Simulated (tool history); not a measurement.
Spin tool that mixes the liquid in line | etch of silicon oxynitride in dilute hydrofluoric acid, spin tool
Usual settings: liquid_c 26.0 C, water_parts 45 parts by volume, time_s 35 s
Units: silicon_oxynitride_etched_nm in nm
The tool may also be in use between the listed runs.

run	hour	liquid_c	water_parts	time_s	wafers since the last listed run	hours since the thermometer was replaced	hours since the hydrofluoric acid flow meter was replaced	hours since the gauge calibration	read-back film thickness of the silicon oxynitride reference wafer, read on the same gauge (nm)	silicon_oxynitride_etched_nm
1	0.0	27.5	45	35	0	194.1	178.9	31.2	60.025	4.912
2	66.7	27.5	45	35	551	260.8	245.6	97.9	59.983	4.863
3	112.6	26.0	50	35	379	306.7	291.5	143.8	59.979	4.077
4	157.0	26.0	50	35	367	351.1	335.9	188.2	59.952	4.003
5	260.8	26.0	45	50	858	454.9	439.7	292.0	60.000	6.454
6	357.2	26.0	45	50	797	551.3	536.1	388.4	60.011	6.436
7	458.7	26.0	45	50	839	652.8	637.6	489.9	59.975	6.492
8	524.0	22.5	45	35	540	718.1	702.9	555.2	60.004	3.816
9	604.5	22.5	45	35	666	798.6	783.4	635.7	60.011	3.803
# hour 632.8: hydrofluoric acid flow meter replaced
10	887.6	30.0	45	40	2334	1081.7	254.8	918.8	59.986	6.234
11	976.9	30.0	45	40	738	1171.0	344.1	1008.1	60.029	6.154
12	1075.2	30.0	45	40	813	1269.3	442.4	1106.4	59.994	6.045
# hour 1157.1: thermometer replaced
13	1170.1	26.0	45	45	776	13.0	537.3	1201.3	60.017	5.830
14	1243.7	22.5	35	20	608	86.6	610.9	1274.9	59.998	2.812
15	1305.1	28.0	35	50	508	148.0	672.3	1336.3	59.979	9.274
16	1406.2	24.0	30	25	836	249.1	773.4	1437.4	60.015	4.394
17	1488.6	24.0	60	35	681	331.5	855.8	1519.8	59.950	3.067
18	1534.3	30.5	30	35	378	377.2	901.5	1565.5	59.992	8.439
# hour 1544.6: hydrofluoric acid flow meter replaced
19	1584.6	29.0	45	50	407	427.5	40.0	1615.8	60.009	7.391
# hour 1592.5: gauge calibrated
20	1807.0	24.0	60	35	1840	649.9	262.4	214.5	59.993	2.989
21	1941.6	26.0	45	35	1113	784.5	397.0	349.1	59.995	4.501
22	1995.0	26.0	45	35	441	837.9	450.4	402.5	59.962	4.414
23	2095.5	26.0	45	35	831	938.4	550.9	503.0	60.038	4.509
24	2183.5	22.5	45	55	728	1026.4	638.9	591.0	60.009	5.902
25	2229.1	26.0	50	35	377	1072.0	684.5	636.6	60.003	3.988

4 ways to go on from here, each from the tool as it stands after run 25. What would each give?
A	2229.5	23.5	45	35	3	1072.4	684.9	637.0	?	?
B	2229.5	24.5	45	35	3	1072.4	684.9	637.0	?	?
C	2229.5	22.0	55	35	3	1072.4	684.9	637.0	?	?
D	2229.5	29.5	65	45	3	1072.4	684.9	637.0	?	?

run	read-back film thickness of the silicon oxynitride reference wafer, read on the same gauge (nm)	silicon_oxynitride_etched_nm
A	60.000	3.953
B	60.000	4.152
C	60.000	2.980
D	60.000	4.605
Without the tool's hidden state the same runs would have given:
run	silicon_oxynitride_etched_nm
A	4.036
B	4.238
C	3.043
D	4.696
